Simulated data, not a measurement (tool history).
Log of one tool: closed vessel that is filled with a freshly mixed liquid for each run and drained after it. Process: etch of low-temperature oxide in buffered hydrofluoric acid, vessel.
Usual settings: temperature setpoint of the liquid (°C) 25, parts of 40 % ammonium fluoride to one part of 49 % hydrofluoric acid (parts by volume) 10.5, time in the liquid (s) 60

run,hour,temperature setpoint of the liquid (°C),parts of 40 % ammonium fluoride to one part of 49 % hydrofluoric acid (parts by volume),time in the liquid (s),"read-back film thickness of the low-temperature oxide reference wafer, read on the same gauge (nm)",thickness taken off the low-temperature oxide on a monitor wafer (nm)
1,0,25,10.5,50,139.97,295.57
2,65.5,25,10.5,50,139.99,292.96
3,134,25,10.5,50,139.96,293.54
4,170.8,25,10.5,60,139.98,343.77
5,236.7,25,10.5,60,140.03,347.01
6,281.7,28,10.5,60,140.01,418.59
7,390.7,25,9,60,140.04,398.36
# hour 398: gauge calibrated
# hour 467.8: hydrofluoric acid flow meter replaced
8,600.7,25,10.5,60,140.02,354.37
9,627.4,25,10.5,60,140.03,351.17
10,685.4,25,10.5,60,140.03,355.25
11,753.4,25,10.5,60,140,350.63
12,790.8,25,8,45,139.97,335.82
13,845.1,27.5,13,80,139.99,434.56
# hour 913.4: thermometer replaced
14,1049.2,25,10.5,60,140.01,350.05
# hour 1071.4: gauge calibrated
15,1117.5,30,10.5,60,140.03,453.98
16,1186.1,20.5,10.5,60,140.02,276.97
17,1212,25,10.5,60,139.97,347.94
18,1275.4,29,9,60,140.03,493.77
19,1317.4,29.5,13.5,40,139.99,232.01

Forecast each of these 3 alternatives for the next run:
A,1318.1,25,10.5,60,?,?
B,1318.1,21,7.5,85,?,?
C,1318.1,28,10.5,45,?,?

run,"read-back film thickness of the low-temperature oxide reference wafer, read on the same gauge (nm)",thickness taken off the low-temperature oxide on a monitor wafer (nm)
A,140.02,353.21
B,140.02,548.54
C,140.02,311.16
Without the tool's hidden state the same runs would have given:
run,thickness taken off the low-temperature oxide on a monitor wafer (nm)
A,353.21
B,548.54
C,311.16

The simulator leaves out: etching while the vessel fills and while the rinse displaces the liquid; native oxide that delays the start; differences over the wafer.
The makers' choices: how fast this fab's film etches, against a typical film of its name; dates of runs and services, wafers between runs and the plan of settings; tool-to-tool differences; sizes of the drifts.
